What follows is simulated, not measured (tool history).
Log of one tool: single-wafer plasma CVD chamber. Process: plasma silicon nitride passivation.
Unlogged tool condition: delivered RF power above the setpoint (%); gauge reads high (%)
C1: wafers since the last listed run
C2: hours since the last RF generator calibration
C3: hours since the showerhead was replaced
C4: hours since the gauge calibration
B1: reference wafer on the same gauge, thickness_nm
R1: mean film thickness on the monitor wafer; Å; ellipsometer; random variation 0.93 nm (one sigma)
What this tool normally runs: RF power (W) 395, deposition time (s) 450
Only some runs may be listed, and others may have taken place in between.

{"run": 1, "hour": 0.0, "RF power (W)": 395, "deposition time (s)": 450, "C1": 0, "C2": 955.4, "C3": 6497.5, "C4": 131.4, "B1": 673.23, "R1": 6154.52}
{"run": 2, "hour": 12.7, "RF power (W)": 395, "deposition time (s)": 450, "C1": 31, "C2": 968.1, "C3": 6510.2, "C4": 144.1, "B1": 673.111, "R1": 6128.82}
{"run": 3, "hour": 45.9, "RF power (W)": 395, "deposition time (s)": 450, "C1": 82, "C2": 1001.3, "C3": 6543.4, "C4": 177.3, "B1": 673.131, "R1": 6142.87}
{"run": 4, "hour": 60.1, "RF power (W)": 395, "deposition time (s)": 450, "C1": 35, "C2": 1015.5, "C3": 6557.6, "C4": 191.5, "B1": 673.248, "R1": 6151.67}
{"run": 5, "hour": 76.7, "RF power (W)": 445, "deposition time (s)": 450, "C1": 41, "C2": 1032.1, "C3": 6574.2, "C4": 208.1, "B1": 672.631, "R1": 6285.65}
{"run": 6, "hour": 99.8, "RF power (W)": 445, "deposition time (s)": 450, "C1": 57, "C2": 1055.2, "C3": 6597.3, "C4": 231.2, "B1": 672.989, "R1": 6295.18}
{"run": 7, "hour": 121.0, "RF power (W)": 395, "deposition time (s)": 514, "C1": 52, "C2": 1076.4, "C3": 6618.5, "C4": 252.4, "B1": 672.986, "R1": 7000.74}
{"run": 8, "hour": 145.2, "RF power (W)": 395, "deposition time (s)": 450, "C1": 60, "C2": 1100.6, "C3": 6642.7, "C4": 276.6, "B1": 673.029, "R1": 6132.8}
{"run": 9, "hour": 177.2, "RF power (W)": 395, "deposition time (s)": 450, "C1": 79, "C2": 1132.6, "C3": 6674.7, "C4": 308.6, "B1": 672.698, "R1": 6155.42}
{"run": 10, "hour": 194.8, "RF power (W)": 395, "deposition time (s)": 450, "C1": 43, "C2": 1150.2, "C3": 6692.3, "C4": 326.2, "B1": 673.068, "R1": 6128.75}
{"run": 11, "hour": 217.6, "RF power (W)": 395, "deposition time (s)": 450, "C1": 56, "C2": 1173, "C3": 6715.1, "C4": 349, "B1": 673.151, "R1": 6131.54}
{"run": 12, "hour": 237.5, "RF power (W)": 395, "deposition time (s)": 450, "C1": 49, "C2": 1192.9, "C3": 6735, "C4": 368.9, "B1": 672.884, "R1": 6108.25}
{"hour": 263.0, "done": "RF generator calibrated"}
{"run": 13, "hour": 267.8, "RF power (W)": 435, "deposition time (s)": 414, "C1": 55, "C2": 4.8, "C3": 6765.3, "C4": 399.2, "B1": 672.554, "R1": 5693.21}
{"hour": 303.9, "done": "showerhead replaced"}
{"run": 14, "hour": 304.4, "RF power (W)": 395, "deposition time (s)": 450, "C1": 71, "C2": 41.4, "C3": 0.5, "C4": 435.8, "B1": 672.916, "R1": 6083.16}
{"run": 15, "hour": 337.4, "RF power (W)": 395, "deposition time (s)": 514, "C1": 81, "C2": 74.4, "C3": 33.5, "C4": 468.8, "B1": 672.69, "R1": 6951.43}
{"hour": 351.1, "done": "gauge calibrated"}
{"hour": 362.2, "done": "RF generator calibrated, repeated, since the last time left the tool worse"}
{"run": 16, "hour": 366.2, "RF power (W)": 395, "deposition time (s)": 450, "C1": 51, "C2": 4, "C3": 62.3, "C4": 15.1, "B1": 672.983, "R1": 6186.96}
{"run": 17, "hour": 395.6, "RF power (W)": 355, "deposition time (s)": 374, "C1": 73, "C2": 33.4, "C3": 91.7, "C4": 44.5, "B1": 673.135, "R1": 5058.25}
{"run": 18, "hour": 421.4, "RF power (W)": 350, "deposition time (s)": 425, "C1": 64, "C2": 59.2, "C3": 117.5, "C4": 70.3, "B1": 672.75, "R1": 5716.13}
{"run": 19, "hour": 446.3, "RF power (W)": 340, "deposition time (s)": 492, "C1": 61, "C2": 84.1, "C3": 142.4, "C4": 95.2, "B1": 672.811, "R1": 6593.68}
{"run": 20, "hour": 469.5, "RF power (W)": 395, "deposition time (s)": 450, "C1": 57, "C2": 107.3, "C3": 165.6, "C4": 118.4, "B1": 673.038, "R1": 6190.73}
{"run": 21, "hour": 487.7, "RF power (W)": 440, "deposition time (s)": 450, "C1": 45, "C2": 125.5, "C3": 183.8, "C4": 136.6, "B1": 672.911, "R1": 6309.79}
{"run": 22, "hour": 506.4, "RF power (W)": 465, "deposition time (s)": 473, "C1": 46, "C2": 144.2, "C3": 202.5, "C4": 155.3, "B1": 673.025, "R1": 6705.9}
{"run": 23, "hour": 523.6, "RF power (W)": 455, "deposition time (s)": 380, "C1": 42, "C2": 161.4, "C3": 219.7, "C4": 172.5, "B1": 672.732, "R1": 5355.52}
{"run": 24, "hour": 558.9, "RF power (W)": 395, "deposition time (s)": 413, "C1": 87, "C2": 196.7, "C3": 255, "C4": 207.8, "B1": 672.864, "R1": 5679.99}

Each row is a separate what-if for the run after 24, all from the same tool condition, not one after another. Results?
{"run": "A", "hour": 559.4, "RF power (W)": 345, "deposition time (s)": 450, "C1": 1, "C2": 197.2, "C3": 255.5, "C4": 208.3, "B1": "?", "R1": "?"}
{"run": "B", "hour": 559.4, "RF power (W)": 395, "deposition time (s)": 492, "C1": 1, "C2": 197.2, "C3": 255.5, "C4": 208.3, "B1": "?", "R1": "?"}
{"run": "C", "hour": 559.4, "RF power (W)": 345, "deposition time (s)": 487, "C1": 1, "C2": 197.2, "C3": 255.5, "C4": 208.3, "B1": "?", "R1": "?"}

run=A B1=673.127 R1=6034.34
run=B B1=673.127 R1=6758.98
run=C B1=673.127 R1=6530.5
Had the tool no hidden state, the same runs would have come out as:
run=A R1=6049.19
run=B R1=6775.62
run=C R1=6546.57

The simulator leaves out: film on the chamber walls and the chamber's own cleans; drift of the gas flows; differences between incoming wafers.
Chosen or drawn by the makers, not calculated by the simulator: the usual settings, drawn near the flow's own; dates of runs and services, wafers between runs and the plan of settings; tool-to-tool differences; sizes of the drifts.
